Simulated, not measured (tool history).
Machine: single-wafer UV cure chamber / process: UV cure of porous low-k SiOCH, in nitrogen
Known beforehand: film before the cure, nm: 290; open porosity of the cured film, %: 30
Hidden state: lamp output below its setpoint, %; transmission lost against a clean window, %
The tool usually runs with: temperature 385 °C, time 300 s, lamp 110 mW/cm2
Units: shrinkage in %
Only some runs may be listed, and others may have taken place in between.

run,hour,temperature,time,lamp,wafers since the last listed run,hours since the UV bulbs were replaced,wafers since the quartz window was cleaned,shrinkage
1,0,395,300,110,0,1101.6,1518,16.242
2,57.9,385,300,110,508,1159.5,2026,16.882
3,94.8,385,395,110,324,1196.4,2350,17.776
4,122.6,385,300,91,244,1224.2,2594,14.754
5,186,385,300,91,556,1287.6,3151,14.874
6,211.8,385,300,110,226,1313.4,3378,15.827
7,246.4,385,300,110,303,1348,3682,15.826
8,314.6,385,300,110,599,1416.2,4281,15.452
# hour 371.9: quartz window cleaned
9,458.1,376,300,110,1190,1559.7,757,15.611
10,513.4,385,300,110,485,1615,1243,15.625
11,560.3,389,185,110,411,1661.9,1655,12.776
12,631.7,385,300,110,627,1733.3,2282,15.402
13,674.6,385,300,110,376,1776.2,2659,15.169
14,738,385,300,110,556,1839.6,3216,15.296
# hour 803.1: quartz window cleaned
15,804.5,378,300,110,513,1906.1,12,14.915
16,852,378,300,110,417,1953.6,429,14.27
# hour 879.5: UV bulbs replaced
17,883,385,300,110,202,3.5,631,17.103
18,924.7,385,300,110,366,45.2,998,17.4
19,989,385,175,101,564,109.5,1563,13.381
20,1048.8,385,175,101,525,169.3,2088,14.049
21,1125.9,385,300,110,677,246.4,2765,16.998
22,1163.5,376,250,83,330,284,3095,14.226
23,1194,367,355,96,267,314.5,3363,17.264
24,1250.4,399,150,148,495,370.9,3859,15.234
25,1296.6,395,300,79,405,417.1,4265,15.006
26,1322.4,398,300,125,226,442.9,4491,18.106
# hour 1346.7: quartz window cleaned
27,1392.2,385,240,110,542,512.7,399,15.368
28,1449.8,376,455,89,505,570.3,905,17.909
29,1507.6,385,300,110,507,628.1,1413,16.79
30,1562.4,379,445,141,481,682.9,1894,20.745
31,1616.2,392,425,110,472,736.7,2367,19.004
32,1650.5,385,300,75,301,771,2668,14.502
33,1713.7,398,300,110,555,834.2,3223,16.61
# hour 1853.8: quartz window cleaned
34,1919.7,385,300,110,1739,1040.2,578,16.472
35,1989,399,150,132,608,1109.5,1187,14.24
36,2045.6,385,300,110,497,1166.1,1684,16.477
37,2071.5,396,150,79,227,1192,1912,10.84
38,2122.7,378,300,110,449,1243.2,2361,16.493
39,2168.2,385,300,110,399,1288.7,2761,16.137
# hour 2284.1: quartz window cleaned
40,2342.4,403,360,139,1459,1462.9,512,18.902
41,2413.9,369,150,122,628,1534.4,1140,12.194
42,2482,366,300,110,598,1602.5,1738,15.278

How the hidden state differs across the entries between the runs, from the last listed run before each to the first after it:
In the gap between runs 8 and 9: quartz window cleaned (hour 371.9)
  lamp output below its setpoint, %: 21.3 -> 24.9
  measured minus no-state result, shrinkage: -1.338 -> -1.658 %
In the gap between runs 14 and 15: quartz window cleaned (hour 803.1)
  lamp output below its setpoint, %: 32.9 -> 35
  measured minus no-state result, shrinkage: -2.326 -> -2.496 %
In the gap between runs 16 and 17: UV bulbs replaced (hour 879.5)
  lamp output below its setpoint, %: 36.6 -> 1.89
  measured minus no-state result, shrinkage: -2.542 -> -0.11 %
In the gap between runs 26 and 27: quartz window cleaned (hour 1346.7)
  lamp output below its setpoint, %: 3.55 -> 4.11
  measured minus no-state result, shrinkage: -0.212 -> -0.233 %
In the gap between runs 33 and 34: quartz window cleaned (hour 1853.8)
  lamp output below its setpoint, %: 7.76 -> 11
  measured minus no-state result, shrinkage: -0.455 -> -0.67 %
In the gap between runs 39 and 40: quartz window cleaned (hour 2284.1)
  lamp output below its setpoint, %: 15.9 -> 19.9
  measured minus no-state result, shrinkage: -0.99 -> -1.319 %

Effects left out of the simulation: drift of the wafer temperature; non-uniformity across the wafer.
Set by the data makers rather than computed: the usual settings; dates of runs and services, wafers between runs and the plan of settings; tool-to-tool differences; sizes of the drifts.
